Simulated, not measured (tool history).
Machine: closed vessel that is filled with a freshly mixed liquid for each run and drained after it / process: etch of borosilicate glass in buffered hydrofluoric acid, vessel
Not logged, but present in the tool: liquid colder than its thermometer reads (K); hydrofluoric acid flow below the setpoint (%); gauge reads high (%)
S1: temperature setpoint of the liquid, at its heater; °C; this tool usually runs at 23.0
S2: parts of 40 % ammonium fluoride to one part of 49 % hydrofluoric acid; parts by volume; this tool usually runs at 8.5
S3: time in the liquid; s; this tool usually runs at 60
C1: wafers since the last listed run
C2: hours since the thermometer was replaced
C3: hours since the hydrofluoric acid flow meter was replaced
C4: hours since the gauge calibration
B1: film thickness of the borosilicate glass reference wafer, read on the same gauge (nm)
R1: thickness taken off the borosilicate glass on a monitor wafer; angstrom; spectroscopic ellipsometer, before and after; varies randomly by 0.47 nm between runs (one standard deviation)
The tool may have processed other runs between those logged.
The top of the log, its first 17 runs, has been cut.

{"run": 18, "day": 62.858, "S1": 18.5, "S2": 10.5, "S3": 70, "C1": 5556, "C2": 388.3, "C3": 976.4, "C4": 1171.7, "B1": 120.03, "R1": 588.1}
{"run": 19, "day": 66.004, "S1": 20.0, "S2": 8.5, "S3": 60, "C1": 4994, "C2": 463.8, "C3": 1051.9, "C4": 1247.2, "B1": 119.97, "R1": 643.9}
{"run": 20, "day": 74.396, "S1": 20.5, "S2": 8.5, "S3": 60, "C1": 13322, "C2": 665.2, "C3": 1253.3, "C4": 1448.6, "B1": 119.98, "R1": 660.1}
{"day": 77.129, "done": "hydrofluoric acid flow meter replaced"}
{"run": 21, "day": 77.479, "S1": 23.0, "S2": 8.5, "S3": 30, "C1": 4829, "C2": 739.2, "C3": 8.4, "C4": 1522.6, "B1": 119.97, "R1": 393.6}
{"run": 22, "day": 80.517, "S1": 19.0, "S2": 8.5, "S3": 75, "C1": 4822, "C2": 812.1, "C3": 81.3, "C4": 1595.5, "B1": 120.0, "R1": 792.0}
{"run": 23, "day": 83.442, "S1": 20.0, "S2": 8.5, "S3": 60, "C1": 4643, "C2": 882.3, "C3": 151.5, "C4": 1665.7, "B1": 119.99, "R1": 670.7}
{"run": 24, "day": 85.838, "S1": 23.0, "S2": 5.0, "S3": 80, "C1": 3803, "C2": 939.8, "C3": 209.0, "C4": 1723.2, "B1": 119.99, "R1": 1761.5}
{"run": 25, "day": 89.438, "S1": 23.0, "S2": 11.5, "S3": 60, "C1": 5715, "C2": 1026.2, "C3": 295.4, "C4": 1809.6, "B1": 120.0, "R1": 598.2}
{"run": 26, "day": 97.721, "S1": 23.0, "S2": 7.0, "S3": 95, "C1": 13150, "C2": 1225.0, "C3": 494.2, "C4": 2008.4, "B1": 120.0, "R1": 1526.8}
{"run": 27, "day": 100.542, "S1": 23.0, "S2": 8.5, "S3": 60, "C1": 4478, "C2": 1292.7, "C3": 561.9, "C4": 2076.1, "B1": 119.98, "R1": 776.2}
{"run": 28, "day": 102.154, "S1": 23.0, "S2": 5.5, "S3": 60, "C1": 2560, "C2": 1331.4, "C3": 600.6, "C4": 2114.8, "B1": 119.99, "R1": 1195.9}
{"run": 29, "day": 104.412, "S1": 23.0, "S2": 8.5, "S3": 70, "C1": 3585, "C2": 1385.6, "C3": 654.8, "C4": 2169.0, "B1": 119.99, "R1": 903.6}
{"run": 30, "day": 108.596, "S1": 23.0, "S2": 8.5, "S3": 60, "C1": 6641, "C2": 1486.0, "C3": 755.2, "C4": 2269.4, "B1": 120.0, "R1": 768.5}
{"run": 31, "day": 111.162, "S1": 23.0, "S2": 8.5, "S3": 60, "C1": 4074, "C2": 1547.6, "C3": 816.8, "C4": 2331.0, "B1": 120.01, "R1": 768.5}

Here are 5 independent what-if runs from the current tool condition. What would each one return?
{"run": "A", "day": 111.192, "S1": 23.0, "S2": 8.5, "S3": 60, "C1": 46, "C2": 1548.3, "C3": 817.5, "C4": 2331.7, "B1": "?", "R1": "?"}
{"run": "B", "day": 111.192, "S1": 21.5, "S2": 11.5, "S3": 40, "C1": 46, "C2": 1548.3, "C3": 817.5, "C4": 2331.7, "B1": "?", "R1": "?"}
{"run": "C", "day": 111.192, "S1": 23.0, "S2": 8.5, "S3": 80, "C1": 46, "C2": 1548.3, "C3": 817.5, "C4": 2331.7, "B1": "?", "R1": "?"}
{"run": "D", "day": 111.192, "S1": 18.0, "S2": 8.5, "S3": 75, "C1": 46, "C2": 1548.3, "C3": 817.5, "C4": 2331.7, "B1": "?", "R1": "?"}
{"run": "E", "day": 111.192, "S1": 20.5, "S2": 11.0, "S3": 60, "C1": 46, "C2": 1548.3, "C3": 817.5, "C4": 2331.7, "B1": "?", "R1": "?"}

run=A B1=120.02 R1=772.6
run=B B1=120.02 R1=363.9
run=C B1=120.02 R1=1030.1
run=D B1=120.02 R1=735.4
run=E B1=120.02 R1=540.1
Without the tool's hidden state the same runs would have given:
run=A R1=792.8
run=B R1=372.4
run=C R1=1057.0
run=D R1=754.7
run=E R1=552.8
